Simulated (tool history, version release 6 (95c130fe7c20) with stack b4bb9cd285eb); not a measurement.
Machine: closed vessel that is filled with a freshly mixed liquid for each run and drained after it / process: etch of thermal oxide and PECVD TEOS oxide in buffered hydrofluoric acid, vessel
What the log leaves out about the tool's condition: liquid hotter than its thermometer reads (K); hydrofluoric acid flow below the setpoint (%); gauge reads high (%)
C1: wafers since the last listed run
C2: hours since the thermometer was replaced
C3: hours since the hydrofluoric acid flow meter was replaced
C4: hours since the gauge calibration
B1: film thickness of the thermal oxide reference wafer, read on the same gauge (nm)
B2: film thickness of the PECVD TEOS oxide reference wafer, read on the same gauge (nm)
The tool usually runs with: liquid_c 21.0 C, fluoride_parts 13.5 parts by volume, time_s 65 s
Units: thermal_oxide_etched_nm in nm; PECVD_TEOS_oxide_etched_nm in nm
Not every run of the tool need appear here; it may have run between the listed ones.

{"run": 1, "hour": 0.0, "liquid_c": 23.5, "fluoride_parts": 13.5, "time_s": 65, "C1": 0, "C2": 1244.6, "C3": 1119.8, "C4": 324.1, "B1": 141.78, "B2": 70.91, "thermal_oxide_etched_nm": 55.7, "PECVD_TEOS_oxide_etched_nm": 155.12}
{"run": 2, "hour": 46.1, "liquid_c": 23.5, "fluoride_parts": 13.5, "time_s": 65, "C1": 5149, "C2": 1290.7, "C3": 1165.9, "C4": 370.2, "B1": 142.06, "B2": 71.03, "thermal_oxide_etched_nm": 56.03, "PECVD_TEOS_oxide_etched_nm": 156.95}
{"run": 3, "hour": 139.0, "liquid_c": 21.0, "fluoride_parts": 13.5, "time_s": 65, "C1": 10377, "C2": 1383.6, "C3": 1258.8, "C4": 463.1, "B1": 142.53, "B2": 71.25, "thermal_oxide_etched_nm": 48.18, "PECVD_TEOS_oxide_etched_nm": 134.63}
{"run": 4, "hour": 186.3, "liquid_c": 21.0, "fluoride_parts": 13.5, "time_s": 65, "C1": 5283, "C2": 1430.9, "C3": 1306.1, "C4": 510.4, "B1": 142.82, "B2": 71.44, "thermal_oxide_etched_nm": 48.96, "PECVD_TEOS_oxide_etched_nm": 136.26}
{"run": 5, "hour": 248.5, "liquid_c": 21.0, "fluoride_parts": 13.5, "time_s": 65, "C1": 6948, "C2": 1493.1, "C3": 1368.3, "C4": 572.6, "B1": 143.18, "B2": 71.56, "thermal_oxide_etched_nm": 48.92, "PECVD_TEOS_oxide_etched_nm": 135.66}
{"run": 6, "hour": 330.0, "liquid_c": 21.0, "fluoride_parts": 13.5, "time_s": 65, "C1": 9104, "C2": 1574.6, "C3": 1449.8, "C4": 654.1, "B1": 143.63, "B2": 71.86, "thermal_oxide_etched_nm": 48.58, "PECVD_TEOS_oxide_etched_nm": 136.36}
{"hour": 409.5, "done": "gauge calibrated"}
{"run": 7, "hour": 423.6, "liquid_c": 23.0, "fluoride_parts": 13.5, "time_s": 65, "C1": 10455, "C2": 1668.2, "C3": 1543.4, "C4": 14.1, "B1": 140.88, "B2": 70.45, "thermal_oxide_etched_nm": 53.71, "PECVD_TEOS_oxide_etched_nm": 152.13}
{"run": 8, "hour": 494.0, "liquid_c": 21.0, "fluoride_parts": 10.0, "time_s": 65, "C1": 7864, "C2": 1738.6, "C3": 1613.8, "C4": 84.5, "B1": 141.29, "B2": 70.62, "thermal_oxide_etched_nm": 65.0, "PECVD_TEOS_oxide_etched_nm": 182.05}
{"run": 9, "hour": 590.6, "liquid_c": 21.0, "fluoride_parts": 10.0, "time_s": 65, "C1": 10790, "C2": 1835.2, "C3": 1710.4, "C4": 181.1, "B1": 141.84, "B2": 70.89, "thermal_oxide_etched_nm": 64.61, "PECVD_TEOS_oxide_etched_nm": 184.38}
{"run": 10, "hour": 644.6, "liquid_c": 21.0, "fluoride_parts": 13.5, "time_s": 30, "C1": 6032, "C2": 1889.2, "C3": 1764.4, "C4": 235.1, "B1": 142.15, "B2": 71.08, "thermal_oxide_etched_nm": 22.63, "PECVD_TEOS_oxide_etched_nm": 63.87}
{"run": 11, "hour": 698.6, "liquid_c": 19.5, "fluoride_parts": 17.0, "time_s": 65, "C1": 6032, "C2": 1943.2, "C3": 1818.4, "C4": 289.1, "B1": 142.44, "B2": 71.22, "thermal_oxide_etched_nm": 35.44, "PECVD_TEOS_oxide_etched_nm": 99.11}
{"hour": 714.3, "done": "hydrofluoric acid flow meter replaced"}
{"run": 12, "hour": 802.4, "liquid_c": 19.5, "fluoride_parts": 17.5, "time_s": 65, "C1": 11483, "C2": 2047.0, "C3": 88.1, "C4": 392.9, "B1": 143.06, "B2": 71.52, "thermal_oxide_etched_nm": 34.7, "PECVD_TEOS_oxide_etched_nm": 99.2}
{"hour": 814.0, "done": "thermometer replaced"}
{"run": 13, "hour": 896.7, "liquid_c": 17.0, "fluoride_parts": 11.0, "time_s": 50, "C1": 10422, "C2": 82.7, "C3": 182.4, "C4": 487.2, "B1": 143.57, "B2": 71.73, "thermal_oxide_etched_nm": 37.17, "PECVD_TEOS_oxide_etched_nm": 103.74}
{"run": 14, "hour": 969.7, "liquid_c": 21.0, "fluoride_parts": 13.5, "time_s": 65, "C1": 8154, "C2": 155.7, "C3": 255.4, "C4": 560.2, "B1": 143.99, "B2": 72.02, "thermal_oxide_etched_nm": 49.21, "PECVD_TEOS_oxide_etched_nm": 137.11}
{"hour": 972.1, "done": "gauge calibrated"}
{"run": 15, "hour": 1048.2, "liquid_c": 17.5, "fluoride_parts": 11.5, "time_s": 30, "C1": 8768, "C2": 234.2, "C3": 333.9, "C4": 76.1, "B1": 140.5, "B2": 70.22, "thermal_oxide_etched_nm": 21.33, "PECVD_TEOS_oxide_etched_nm": 59.91}
{"run": 16, "hour": 1134.8, "liquid_c": 21.0, "fluoride_parts": 13.5, "time_s": 65, "C1": 9673, "C2": 320.8, "C3": 420.5, "C4": 162.7, "B1": 141.01, "B2": 70.5, "thermal_oxide_etched_nm": 47.45, "PECVD_TEOS_oxide_etched_nm": 134.98}
{"run": 17, "hour": 1195.9, "liquid_c": 21.0, "fluoride_parts": 10.0, "time_s": 50, "C1": 6825, "C2": 381.9, "C3": 481.6, "C4": 223.8, "B1": 141.32, "B2": 70.7, "thermal_oxide_etched_nm": 50.29, "PECVD_TEOS_oxide_etched_nm": 137.46}
{"run": 18, "hour": 1246.7, "liquid_c": 19.5, "fluoride_parts": 8.0, "time_s": 45, "C1": 5674, "C2": 432.7, "C3": 532.4, "C4": 274.6, "B1": 141.6, "B2": 70.81, "thermal_oxide_etched_nm": 49.54, "PECVD_TEOS_oxide_etched_nm": 140.43}

Below are 3 alternative next runs, each starting from the tool's condition after run 18. Predict each:
{"run": "A", "hour": 1247.4, "liquid_c": 17.0, "fluoride_parts": 13.5, "time_s": 65, "C1": 78, "C2": 433.4, "C3": 533.1, "C4": 275.3, "B1": "?", "B2": "?", "thermal_oxide_etched_nm": "?", "PECVD_TEOS_oxide_etched_nm": "?"}
{"run": "B", "hour": 1247.4, "liquid_c": 21.0, "fluoride_parts": 13.5, "time_s": 85, "C1": 78, "C2": 433.4, "C3": 533.1, "C4": 275.3, "B1": "?", "B2": "?", "thermal_oxide_etched_nm": "?", "PECVD_TEOS_oxide_etched_nm": "?"}
{"run": "C", "hour": 1247.4, "liquid_c": 25.0, "fluoride_parts": 10.5, "time_s": 105, "C1": 78, "C2": 433.4, "C3": 533.1, "C4": 275.3, "B1": "?", "B2": "?", "thermal_oxide_etched_nm": "?", "PECVD_TEOS_oxide_etched_nm": "?"}

run=A B1=141.62 B2=70.84 thermal_oxide_etched_nm=38.92 PECVD_TEOS_oxide_etched_nm=108.28
run=B B1=141.62 B2=70.84 thermal_oxide_etched_nm=63.78 PECVD_TEOS_oxide_etched_nm=177.45
run=C B1=141.62 B2=70.84 thermal_oxide_etched_nm=125.47 PECVD_TEOS_oxide_etched_nm=349.08
What these runs would have given with no unlogged condition in the tool:
run=A thermal_oxide_etched_nm=38.47 PECVD_TEOS_oxide_etched_nm=107.04
run=B thermal_oxide_etched_nm=63.05 PECVD_TEOS_oxide_etched_nm=175.41
run=C thermal_oxide_etched_nm=124.03 PECVD_TEOS_oxide_etched_nm=345.07
